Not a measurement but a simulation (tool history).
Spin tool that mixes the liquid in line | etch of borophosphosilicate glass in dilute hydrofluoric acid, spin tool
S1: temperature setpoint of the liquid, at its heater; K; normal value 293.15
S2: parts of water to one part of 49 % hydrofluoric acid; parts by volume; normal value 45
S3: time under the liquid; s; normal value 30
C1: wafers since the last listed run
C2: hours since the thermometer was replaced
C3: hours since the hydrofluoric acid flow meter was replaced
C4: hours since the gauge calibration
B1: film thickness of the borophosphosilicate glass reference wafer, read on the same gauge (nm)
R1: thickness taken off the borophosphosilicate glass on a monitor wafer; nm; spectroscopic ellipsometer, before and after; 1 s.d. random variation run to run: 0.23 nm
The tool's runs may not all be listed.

run 1 hour=0.0 | S1=293.15 S2=45 S3=30 | C1=0 C2=1587.2 C3=142.0 C4=386.3 | B1=130.01 | R1=30.52
run 2 hour=63.2 | S1=293.15 S2=45 S3=30 | C1=574 C2=1650.4 C3=205.2 C4=449.5 | B1=130.00 | R1=30.66
run 3 hour=93.2 | S1=293.15 S2=45 S3=30 | C1=272 C2=1680.4 C3=235.2 C4=479.5 | B1=130.00 | R1=30.66
run 4 hour=139.8 | S1=293.15 S2=45 S3=30 | C1=423 C2=1727.0 C3=281.8 C4=526.1 | B1=130.00 | R1=30.71
run 5 hour=183.4 | S1=293.15 S2=45 S3=30 | C1=396 C2=1770.6 C3=325.4 C4=569.7 | B1=130.00 | R1=30.83
run 6 hour=248.9 | S1=293.15 S2=45 S3=30 | C1=594 C2=1836.1 C3=390.9 C4=635.2 | B1=129.98 | R1=30.77
run 7 hour=280.6 | S1=293.15 S2=45 S3=30 | C1=287 C2=1867.8 C3=422.6 C4=666.9 | B1=129.97 | R1=30.58
run 8 hour=340.1 | S1=293.15 S2=50 S3=30 | C1=540 C2=1927.3 C3=482.1 C4=726.4 | B1=130.00 | R1=27.30
run 9 hour=397.5 | S1=293.15 S2=50 S3=30 | C1=521 C2=1984.7 C3=539.5 C4=783.8 | B1=130.00 | R1=27.59
run 10 hour=428.7 | S1=293.15 S2=50 S3=30 | C1=283 C2=2015.9 C3=570.7 C4=815.0 | B1=130.00 | R1=27.30
run 11 hour=497.4 | S1=295.15 S2=50 S3=30 | C1=624 C2=2084.6 C3=639.4 C4=883.7 | B1=130.00 | R1=30.03
-- hour=528.0 gauge calibrated
run 12 hour=553.5 | S1=291.15 S2=30 S3=30 | C1=509 C2=2140.7 C3=695.5 C4=25.5 | B1=130.01 | R1=42.89
run 13 hour=597.5 | S1=293.15 S2=45 S3=30 | C1=399 C2=2184.7 C3=739.5 C4=69.5 | B1=130.02 | R1=30.41
run 14 hour=658.7 | S1=297.65 S2=45 S3=30 | C1=555 C2=2245.9 C3=800.7 C4=130.7 | B1=129.99 | R1=37.22
run 15 hour=727.0 | S1=295.15 S2=45 S3=30 | C1=620 C2=2314.2 C3=869.0 C4=199.0 | B1=129.99 | R1=33.43
-- hour=780.1 hydrofluoric acid flow meter replaced
run 16 hour=789.3 | S1=290.15 S2=55 S3=45 | C1=556 C2=2376.5 C3=9.2 C4=261.3 | B1=129.99 | R1=32.75
run 17 hour=828.8 | S1=293.15 S2=25 S3=50 | C1=358 C2=2416.0 C3=48.7 C4=300.8 | B1=130.04 | R1=94.09
run 18 hour=856.4 | S1=293.15 S2=45 S3=30 | C1=250 C2=2443.6 C3=76.3 C4=328.4 | B1=130.00 | R1=30.63
run 19 hour=915.4 | S1=293.15 S2=35 S3=30 | C1=535 C2=2502.6 C3=135.3 C4=387.4 | B1=130.01 | R1=39.79
-- hour=929.2 thermometer replaced
run 20 hour=944.3 | S1=290.15 S2=45 S3=45 | C1=253 C2=15.1 C3=164.2 C4=416.3 | B1=130.00 | R1=40.51
run 21 hour=989.4 | S1=295.15 S2=30 S3=15 | C1=409 C2=60.2 C3=209.3 C4=461.4 | B1=130.02 | R1=25.55
run 22 hour=1038.9 | S1=296.65 S2=35 S3=40 | C1=449 C2=109.7 C3=258.8 C4=510.9 | B1=129.99 | R1=61.78
run 23 hour=1104.7 | S1=293.15 S2=25 S3=30 | C1=597 C2=175.5 C3=324.6 C4=576.7 | B1=129.97 | R1=57.31
run 24 hour=1155.7 | S1=290.15 S2=45 S3=30 | C1=463 C2=226.5 C3=375.6 C4=627.7 | B1=129.98 | R1=27.16
run 25 hour=1210.7 | S1=293.15 S2=45 S3=30 | C1=499 C2=281.5 C3=430.6 C4=682.7 | B1=129.96 | R1=31.02

How the hidden state differs across the entries between the runs, from the last listed run before each to the first after it:
In the gap between runs 11 and 12: gauge calibrated (hour 528.0)
  no hidden state differs between the two runs
In the gap between runs 15 and 16: hydrofluoric acid flow meter replaced (hour 780.1)
  no hidden state differs between the two runs
In the gap between runs 19 and 20: thermometer replaced (hour 929.2)
  no hidden state differs between the two runs
